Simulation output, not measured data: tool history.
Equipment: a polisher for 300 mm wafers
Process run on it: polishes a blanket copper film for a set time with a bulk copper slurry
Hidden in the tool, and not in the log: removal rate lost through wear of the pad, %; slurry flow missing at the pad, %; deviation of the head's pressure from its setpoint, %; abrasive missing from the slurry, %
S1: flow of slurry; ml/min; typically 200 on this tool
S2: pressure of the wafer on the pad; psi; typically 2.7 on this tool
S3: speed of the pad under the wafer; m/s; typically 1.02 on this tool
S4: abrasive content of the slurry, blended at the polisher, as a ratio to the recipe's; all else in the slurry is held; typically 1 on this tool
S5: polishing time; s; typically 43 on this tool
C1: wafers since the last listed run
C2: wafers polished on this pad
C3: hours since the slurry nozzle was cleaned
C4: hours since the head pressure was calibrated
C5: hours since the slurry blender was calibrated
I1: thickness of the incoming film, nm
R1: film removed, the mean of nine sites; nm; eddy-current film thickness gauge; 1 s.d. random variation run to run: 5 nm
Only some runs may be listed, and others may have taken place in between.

| run | hour | S1 | S2 | S3 | S4 | S5 | C1 | C2 | C3 | C4 | C5 | I1 | R1 |
|---|---|---|---|---|---|---|---|---|---|---|---|---|---|
| 1 | 0.0 | 245 | 2.7 | 1.02 | 1 | 43 | 0 | 1436 | 674.0 | 215.5 | 157.6 | 3422.4 | 374.3 |
| 2 | 44.7 | 200 | 2.1 | 1.02 | 1 | 43 | 282 | 1719 | 718.7 | 260.2 | 202.3 | 3429.2 | 283.1 |
|  | 49.4 | slurry nozzle cleaned |
|  | 82.1 | worn pad replaced by a new one |
| 3 | 103.6 | 200 | 2.1 | 1.02 | 1 | 43 | 341 | 136 | 54.2 | 319.1 | 261.2 | 3392.9 | 278.2 |
| 4 | 134.9 | 200 | 2.1 | 1.02 | 1 | 43 | 198 | 334 | 85.5 | 350.4 | 292.5 | 3401.7 | 275.1 |
|  | 183.0 | slurry blender recalibrated |
| 5 | 198.4 | 200 | 3.3 | 1.02 | 1 | 43 | 389 | 723 | 149.0 | 413.9 | 15.4 | 3387.1 | 504.9 |
| 6 | 244.6 | 200 | 3.3 | 1.02 | 1 | 43 | 292 | 1016 | 195.2 | 460.1 | 61.6 | 3401.7 | 487.6 |
| 7 | 291.2 | 200 | 2.0 | 1.02 | 1 | 43 | 294 | 1311 | 241.8 | 506.7 | 108.2 | 3427.4 | 293.0 |
| 8 | 319.7 | 200 | 2.7 | 1.02 | 1 | 43 | 180 | 1491 | 270.3 | 535.2 | 136.7 | 3371.6 | 382.4 |
| 9 | 367.2 | 200 | 3.1 | 1.02 | 1 | 43 | 300 | 1792 | 317.8 | 582.7 | 184.2 | 3420.4 | 435.0 |
| 10 | 397.7 | 200 | 3.1 | 1.02 | 1 | 43 | 193 | 1985 | 348.3 | 613.2 | 214.7 | 3416.6 | 427.2 |
|  | 403.2 | worn pad replaced by a new one |
| 11 | 426.1 | 200 | 3.1 | 1.02 | 1 | 43 | 154 | 144 | 376.7 | 641.6 | 243.1 | 3353.5 | 425.9 |
| 12 | 476.2 | 200 | 3.3 | 1.02 | 1 | 32 | 317 | 461 | 426.8 | 691.7 | 293.2 | 3415.5 | 337.4 |
|  | 497.3 | slurry blender recalibrated |
| 13 | 515.2 | 200 | 3.3 | 1.02 | 1 | 32 | 234 | 696 | 465.8 | 730.7 | 17.9 | 3407.3 | 384.7 |
| 14 | 586.9 | 200 | 3.5 | 1.32 | 1 | 30 | 453 | 1150 | 537.5 | 802.4 | 89.6 | 3451.4 | 473.9 |
|  | 594.1 | slurry nozzle cleaned |
| 15 | 629.2 | 200 | 2.7 | 1.02 | 1 | 43 | 261 | 1411 | 35.1 | 844.7 | 131.9 | 3337.8 | 395.7 |
| 16 | 675.0 | 200 | 2.7 | 1.02 | 1 | 43 | 289 | 1701 | 80.9 | 890.5 | 177.7 | 3429.3 | 386.1 |
|  | 709.1 | worn pad replaced by a new one |
| 17 | 728.0 | 200 | 2.7 | 1.14 | 1 | 43 | 310 | 119 | 133.9 | 943.5 | 230.7 | 3366.1 | 431.2 |

What will run 18 give?
| 18 | 795.5 | 200 | 2.7 | 1.02 | 1 | 43 | 427 | 547 | 201.4 | 1011.0 | 298.2 | 3401.5 | ? |

{"run 18": {"R1": 392.0}}
The same run, on a tool lacking any hidden state, would have yielded R1 416.9 nm.

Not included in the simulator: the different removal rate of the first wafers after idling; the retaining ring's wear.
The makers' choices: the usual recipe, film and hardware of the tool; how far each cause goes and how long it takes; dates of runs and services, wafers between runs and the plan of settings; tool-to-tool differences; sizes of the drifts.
